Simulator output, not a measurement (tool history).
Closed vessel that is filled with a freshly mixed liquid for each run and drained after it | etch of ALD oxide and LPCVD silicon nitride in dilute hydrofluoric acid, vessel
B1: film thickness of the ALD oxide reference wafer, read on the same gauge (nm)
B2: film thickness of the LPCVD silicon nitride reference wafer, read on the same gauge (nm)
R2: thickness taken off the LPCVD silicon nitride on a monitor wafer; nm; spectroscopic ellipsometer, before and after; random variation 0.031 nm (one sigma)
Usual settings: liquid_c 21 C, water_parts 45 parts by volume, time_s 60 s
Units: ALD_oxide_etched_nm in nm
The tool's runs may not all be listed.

run 1 hour=0 | liquid_c=21 water_parts=30 time_s=60 | B1=58.05 B2=116.046 | ALD_oxide_etched_nm=44.74 R2=0.772
run 2 hour=21.6 | liquid_c=21 water_parts=30 time_s=60 | B1=57.98 B2=115.984 | ALD_oxide_etched_nm=44.95 R2=0.752
run 3 hour=48.2 | liquid_c=21 water_parts=45 time_s=60 | B1=57.93 B2=115.799 | ALD_oxide_etched_nm=29.3 R2=0.521
run 4 hour=72.1 | liquid_c=25.5 water_parts=35 time_s=60 | B1=57.86 B2=115.732 | ALD_oxide_etched_nm=45.78 R2=0.777
run 5 hour=85 | liquid_c=23.5 water_parts=60 time_s=75 | B1=57.85 B2=115.665 | ALD_oxide_etched_nm=29.89 R2=0.555
run 6 hour=98.3 | liquid_c=21 water_parts=45 time_s=30 | B1=57.79 B2=115.608 | ALD_oxide_etched_nm=14.48 R2=0.267
run 7 hour=131.5 | liquid_c=24.5 water_parts=45 time_s=85 | B1=57.69 B2=115.445 | ALD_oxide_etched_nm=47.32 R2=0.932
run 8 hour=154.2 | liquid_c=24 water_parts=45 time_s=30 | B1=57.64 B2=115.346 | ALD_oxide_etched_nm=16.62 R2=0.299
run 9 hour=169.6 | liquid_c=18 water_parts=35 time_s=70 | B1=57.65 B2=115.25 | ALD_oxide_etched_nm=38.55 R2=0.572
run 10 hour=257.5 | liquid_c=21 water_parts=55 time_s=60 | B1=60.13 B2=120.297 | ALD_oxide_etched_nm=24.68 R2=0.384
run 11 hour=289.8 | liquid_c=21 water_parts=45 time_s=40 | B1=60.08 B2=120.182 | ALD_oxide_etched_nm=20.14 R2=0.361
run 12 hour=305 | liquid_c=21 water_parts=45 time_s=60 | B1=60.04 B2=120.057 | ALD_oxide_etched_nm=30.57 R2=0.488
run 13 hour=334.1 | liquid_c=22.5 water_parts=60 time_s=85 | B1=59.99 B2=119.925 | ALD_oxide_etched_nm=33.79 R2=0.696
run 14 hour=360.7 | liquid_c=21 water_parts=45 time_s=70 | B1=59.94 B2=119.823 | ALD_oxide_etched_nm=35 R2=0.616
run 15 hour=376.4 | liquid_c=19 water_parts=30 time_s=95 | B1=59.86 B2=119.744 | ALD_oxide_etched_nm=66.96 R2=1.014
run 16 hour=448.2 | liquid_c=21 water_parts=60 time_s=60 | B1=59.72 B2=119.397 | ALD_oxide_etched_nm=22.53 R2=0.451
run 17 hour=474.9 | liquid_c=18 water_parts=45 time_s=60 | B1=59.64 B2=119.289 | ALD_oxide_etched_nm=26.15 R2=0.428
run 18 hour=499.4 | liquid_c=24.5 water_parts=45 time_s=50 | B1=59.61 B2=119.145 | ALD_oxide_etched_nm=28.92 R2=0.594
run 19 hour=530.6 | liquid_c=21 water_parts=45 time_s=60 | B1=59.5 B2=119.023 | ALD_oxide_etched_nm=30.44 R2=0.547
run 20 hour=543.1 | liquid_c=21 water_parts=45 time_s=60 | B1=59.47 B2=118.928 | ALD_oxide_etched_nm=29.68 R2=0.534
run 21 hour=559 | liquid_c=22.5 water_parts=45 time_s=60 | B1=59.43 B2=118.894 | ALD_oxide_etched_nm=31.41 R2=0.561
run 22 hour=587.7 | liquid_c=21 water_parts=65 time_s=60 | B1=59.36 B2=118.717 | ALD_oxide_etched_nm=20.4 R2=0.329
run 23 hour=648.3 | liquid_c=21 water_parts=45 time_s=60 | B1=59.23 B2=118.455 | ALD_oxide_etched_nm=30.02 R2=0.549
run 24 hour=674.8 | liquid_c=21 water_parts=45 time_s=90 | B1=59.17 B2=118.308 | ALD_oxide_etched_nm=45.39 R2=0.817
run 25 hour=687.3 | liquid_c=18 water_parts=55 time_s=60 | B1=59.13 B2=118.293 | ALD_oxide_etched_nm=21.09 R2=0.318

Taken out of this log: 2 entries between the listed runs. Where each belongs, and how the hidden state differs across it:
Between runs 9 and 10: gauge calibrated (hour 173.5); thermometer replaced (hour 246.1)
  gauge reads high (%): -3.95 -> 0.266
  measured less the result without the state, ALD_oxide_etched_nm: -1.59 -> +0.06 nm; R2: -0.024 -> +0.001 nm

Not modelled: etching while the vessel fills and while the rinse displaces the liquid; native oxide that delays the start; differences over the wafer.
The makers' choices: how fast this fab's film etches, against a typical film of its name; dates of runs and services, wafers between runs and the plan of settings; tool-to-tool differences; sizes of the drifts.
